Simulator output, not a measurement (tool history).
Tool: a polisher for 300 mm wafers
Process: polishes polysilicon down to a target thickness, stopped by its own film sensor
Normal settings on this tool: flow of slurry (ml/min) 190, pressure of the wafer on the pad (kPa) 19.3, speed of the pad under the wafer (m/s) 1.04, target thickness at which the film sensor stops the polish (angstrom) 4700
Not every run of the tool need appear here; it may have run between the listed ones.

| run | hour | flow of slurry (ml/min) | pressure of the wafer on the pad (kPa) | speed of the pad under the wafer (m/s) | target thickness at which the film sensor stops the polish (angstrom) | wafers since the last listed run | wafers polished on this pad | hours since the slurry nozzle was cleaned | hours since the head pressure was calibrated | incoming thickness of the incoming film, nm | time until the film sensor stopped the polish (s) |
|---|---|---|---|---|---|---|---|---|---|---|---|
| 1 | 0.0 | 190 | 19.3 | 1.04 | 4700 | 0 | 2437 | 126.0 | 472.4 | 976.2 | 70.2 |
| 2 | 33.4 | 190 | 19.3 | 1.04 | 4700 | 395 | 2833 | 159.4 | 505.8 | 959.1 | 67.5 |
|  | 60.5 | head pressure recalibrated |
| 3 | 91.6 | 235 | 15.9 | 1.04 | 4700 | 665 | 3498 | 217.6 | 31.1 | 964.6 | 78.2 |
| 4 | 136.7 | 235 | 15.9 | 1.04 | 4700 | 534 | 4032 | 262.7 | 76.2 | 963.7 | 79.0 |
|  | 152.1 | worn pad replaced by a new one |
| 5 | 161.8 | 190 | 19.3 | 0.84 | 4700 | 249 | 115 | 287.8 | 101.3 | 982.1 | 81.9 |
| 6 | 197.9 | 190 | 16.5 | 1.04 | 4700 | 427 | 542 | 323.9 | 137.4 | 971.3 | 77.1 |
| 7 | 243.0 | 190 | 16.5 | 1.04 | 4700 | 534 | 1076 | 369.0 | 182.5 | 967.5 | 75.9 |
| 8 | 279.7 | 190 | 19.3 | 1.04 | 4700 | 434 | 1511 | 405.7 | 219.2 | 971.5 | 70.7 |
| 9 | 347.0 | 190 | 19.3 | 1.04 | 4700 | 796 | 2308 | 473.0 | 286.5 | 973.5 | 70.0 |
| 10 | 395.3 | 190 | 19.3 | 1.04 | 4700 | 571 | 2880 | 521.3 | 334.8 | 963.1 | 68.3 |
| 11 | 432.5 | 190 | 19.3 | 1.04 | 4700 | 440 | 3320 | 558.5 | 372.0 | 970.6 | 69.6 |
|  | 453.7 | slurry nozzle cleaned |
|  | 462.4 | worn pad replaced by a new one |
| 12 | 478.5 | 190 | 19.3 | 1.04 | 4700 | 485 | 190 | 24.8 | 418.0 | 972.5 | 69.5 |
| 13 | 529.8 | 190 | 19.3 | 1.04 | 4700 | 607 | 798 | 76.1 | 469.3 | 971.3 | 69.1 |
| 14 | 568.9 | 190 | 19.3 | 0.86 | 4700 | 463 | 1261 | 115.2 | 508.4 | 981.7 | 84.8 |
|  | 611.3 | head pressure recalibrated |
| 15 | 639.6 | 190 | 19.3 | 0.86 | 4700 | 813 | 2074 | 185.9 | 28.3 | 965.5 | 75.9 |
| 16 | 669.0 | 250 | 21.4 | 0.90 | 4700 | 348 | 2423 | 215.3 | 57.7 | 973.8 | 65.7 |
| 17 | 694.7 | 250 | 22.8 | 1.04 | 2980 | 304 | 2727 | 241.0 | 83.4 | 950.8 | 70.1 |
|  | 759.1 | worn pad replaced by a new one |
| 18 | 759.6 | 190 | 19.3 | 1.04 | 4700 | 721 | 6 | 305.9 | 148.3 | 981.4 | 66.6 |
| 19 | 780.1 | 190 | 13.1 | 1.18 | 4700 | 242 | 249 | 326.4 | 168.8 | 988.6 | 94.7 |
| 20 | 822.7 | 190 | 19.3 | 1.04 | 4700 | 504 | 753 | 369.0 | 211.4 | 964.6 | 68.7 |
| 21 | 876.7 | 190 | 19.3 | 1.04 | 4700 | 639 | 1393 | 423.0 | 265.4 | 967.0 | 67.6 |
| 22 | 910.8 | 190 | 19.3 | 1.22 | 2990 | 403 | 1796 | 457.1 | 299.5 | 966.8 | 78.6 |
|  | 1069.6 | worn pad replaced by a new one |
|  | 1076.0 | head pressure recalibrated |
|  | 1083.4 | slurry nozzle cleaned |
| 23 | 1105.9 | 190 | 25.5 | 0.86 | 4700 | 2227 | 394 | 22.5 | 29.9 | 985.0 | 60.6 |
| 24 | 1133.0 | 210 | 19.3 | 1.04 | 4700 | 320 | 715 | 49.6 | 57.0 | 970.2 | 64.5 |
| 25 | 1191.5 | 190 | 22.1 | 0.86 | 4700 | 692 | 1408 | 108.1 | 115.5 | 959.8 | 69.5 |
| 26 | 1223.7 | 190 | 19.3 | 1.04 | 4700 | 381 | 1789 | 140.3 | 147.7 | 983.7 | 69.7 |
| 27 | 1286.6 | 235 | 15.9 | 1.04 | 4700 | 744 | 2534 | 203.2 | 210.6 | 949.9 | 79.5 |
|  | 1356.8 | worn pad replaced by a new one |
| 28 | 1471.2 | 190 | 19.3 | 1.04 | 5370 | 2138 | 1355 | 387.8 | 395.2 | 984.1 | 63.3 |
| 29 | 1517.2 | 165 | 19.3 | 1.04 | 4700 | 544 | 1899 | 433.8 | 441.2 | 965.6 | 72.3 |
| 30 | 1542.0 | 135 | 19.3 | 1.26 | 4700 | 293 | 2193 | 458.6 | 466.0 | 978.6 | 63.8 |
| 31 | 1601.0 | 190 | 19.3 | 1.04 | 4700 | 698 | 2892 | 517.6 | 525.0 | 949.0 | 67.9 |

Here are 5 independent what-if runs from the current tool condition. What would each one return?
| A | 1601.4 | 190 | 19.3 | 1.04 | 4700 | 4 | 2897 | 518.0 | 525.4 | 964.2 | ? |
| B | 1601.4 | 130 | 22.8 | 1.14 | 4700 | 4 | 2897 | 518.0 | 525.4 | 964.2 | ? |
| C | 1601.4 | 190 | 19.3 | 1.04 | 3580 | 4 | 2897 | 518.0 | 525.4 | 964.2 | ? |
| D | 1601.4 | 230 | 19.3 | 1.04 | 4700 | 4 | 2897 | 518.0 | 525.4 | 964.2 | ? |
| E | 1601.4 | 130 | 15.2 | 1.04 | 5280 | 4 | 2897 | 518.0 | 525.4 | 964.2 | ? |

| run | time until the film sensor stopped the polish (s) |
|---|---|
| A | 69.8 |
| B | 56.9 |
| C | 85.6 |
| D | 68.5 |
| E | 81.7 |
With the hidden condition removed and each run's random variation left untouched, the same runs would have given:
| run | time until the film sensor stopped the polish (s) |
|---|---|
| A | 64.6 |
| B | 52.7 |
| C | 79.2 |
| D | 63.4 |
| E | 75.7 |
